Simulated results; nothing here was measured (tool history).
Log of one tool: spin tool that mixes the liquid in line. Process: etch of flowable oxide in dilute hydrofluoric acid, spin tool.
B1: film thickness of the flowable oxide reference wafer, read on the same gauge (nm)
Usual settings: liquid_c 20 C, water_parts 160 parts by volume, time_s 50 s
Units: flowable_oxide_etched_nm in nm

run 1 hour=0 | liquid_c=20 water_parts=160 time_s=50 | B1=60.02 | flowable_oxide_etched_nm=11.71
run 2 hour=19.8 | liquid_c=18.5 water_parts=160 time_s=50 | B1=60 | flowable_oxide_etched_nm=11.05
run 3 hour=55.6 | liquid_c=18.5 water_parts=160 time_s=50 | B1=60.03 | flowable_oxide_etched_nm=10.96
run 4 hour=85.9 | liquid_c=20 water_parts=160 time_s=60 | B1=60 | flowable_oxide_etched_nm=14.21
run 5 hour=108.6 | liquid_c=20 water_parts=160 time_s=60 | B1=59.98 | flowable_oxide_etched_nm=14.17
run 6 hour=136.9 | liquid_c=20 water_parts=160 time_s=50 | B1=59.97 | flowable_oxide_etched_nm=11.73
run 7 hour=172.2 | liquid_c=20 water_parts=160 time_s=50 | B1=60 | flowable_oxide_etched_nm=11.63
run 8 hour=199.8 | liquid_c=20 water_parts=190 time_s=50 | B1=59.99 | flowable_oxide_etched_nm=9.66
run 9 hour=218.4 | liquid_c=20 water_parts=190 time_s=50 | B1=59.96 | flowable_oxide_etched_nm=9.59
run 10 hour=243.9 | liquid_c=20 water_parts=190 time_s=50 | B1=60.01 | flowable_oxide_etched_nm=9.72
run 11 hour=270.7 | liquid_c=20 water_parts=160 time_s=50 | B1=60 | flowable_oxide_etched_nm=11.8
run 12 hour=306.4 | liquid_c=20 water_parts=160 time_s=50 | B1=60.02 | flowable_oxide_etched_nm=11.85
run 13 hour=339.5 | liquid_c=20 water_parts=160 time_s=50 | B1=60.01 | flowable_oxide_etched_nm=11.81
-- hour=347.3 thermometer replaced
run 14 hour=358.6 | liquid_c=17 water_parts=160 time_s=70 | B1=60.02 | flowable_oxide_etched_nm=14.56
-- hour=361.1 hydrofluoric acid flow meter replaced
run 15 hour=382.1 | liquid_c=17 water_parts=115 time_s=50 | B1=60.01 | flowable_oxide_etched_nm=13.67
run 16 hour=402.9 | liquid_c=17 water_parts=115 time_s=60 | B1=60.02 | flowable_oxide_etched_nm=16.81
run 17 hour=433.5 | liquid_c=24 water_parts=110 time_s=40 | B1=60.01 | flowable_oxide_etched_nm=15.55
-- hour=437.5 gauge calibrated
run 18 hour=452.6 | liquid_c=20 water_parts=95 time_s=50 | B1=60.01 | flowable_oxide_etched_nm=19.73
run 19 hour=465.8 | liquid_c=20 water_parts=160 time_s=25 | B1=59.99 | flowable_oxide_etched_nm=5.39
run 20 hour=524.3 | liquid_c=17 water_parts=160 time_s=60 | B1=59.98 | flowable_oxide_etched_nm=11.56
run 21 hour=546.1 | liquid_c=17 water_parts=230 time_s=40 | B1=60.01 | flowable_oxide_etched_nm=5.05
run 22 hour=577.3 | liquid_c=20 water_parts=160 time_s=50 | B1=60.03 | flowable_oxide_etched_nm=10.75
run 23 hour=598 | liquid_c=21.5 water_parts=160 time_s=25 | B1=59.99 | flowable_oxide_etched_nm=5.81
run 24 hour=613.3 | liquid_c=17.5 water_parts=120 time_s=40 | B1=59.99 | flowable_oxide_etched_nm=10.83
run 25 hour=635.5 | liquid_c=20 water_parts=160 time_s=50 | B1=60.01 | flowable_oxide_etched_nm=10.97
run 26 hour=663.9 | liquid_c=20 water_parts=160 time_s=50 | B1=60.01 | flowable_oxide_etched_nm=10.9
run 27 hour=691.6 | liquid_c=17 water_parts=95 time_s=65 | B1=60 | flowable_oxide_etched_nm=22.59

Forecast each of these 3 alternatives for the next run:
run A hour=692 | liquid_c=20 water_parts=160 time_s=50 | B1=? | flowable_oxide_etched_nm=?
run B hour=692 | liquid_c=17 water_parts=160 time_s=30 | B1=? | flowable_oxide_etched_nm=?
run C hour=692 | liquid_c=25 water_parts=210 time_s=80 | B1=? | flowable_oxide_etched_nm=?

run=A B1=59.97 flowable_oxide_etched_nm=10.82
run=B B1=59.97 flowable_oxide_etched_nm=5.75
run=C B1=59.97 flowable_oxide_etched_nm=15.15
Without the tool's hidden state the same runs would have given:
run=A flowable_oxide_etched_nm=10.41
run=B flowable_oxide_etched_nm=5.54
run=C flowable_oxide_etched_nm=14.55
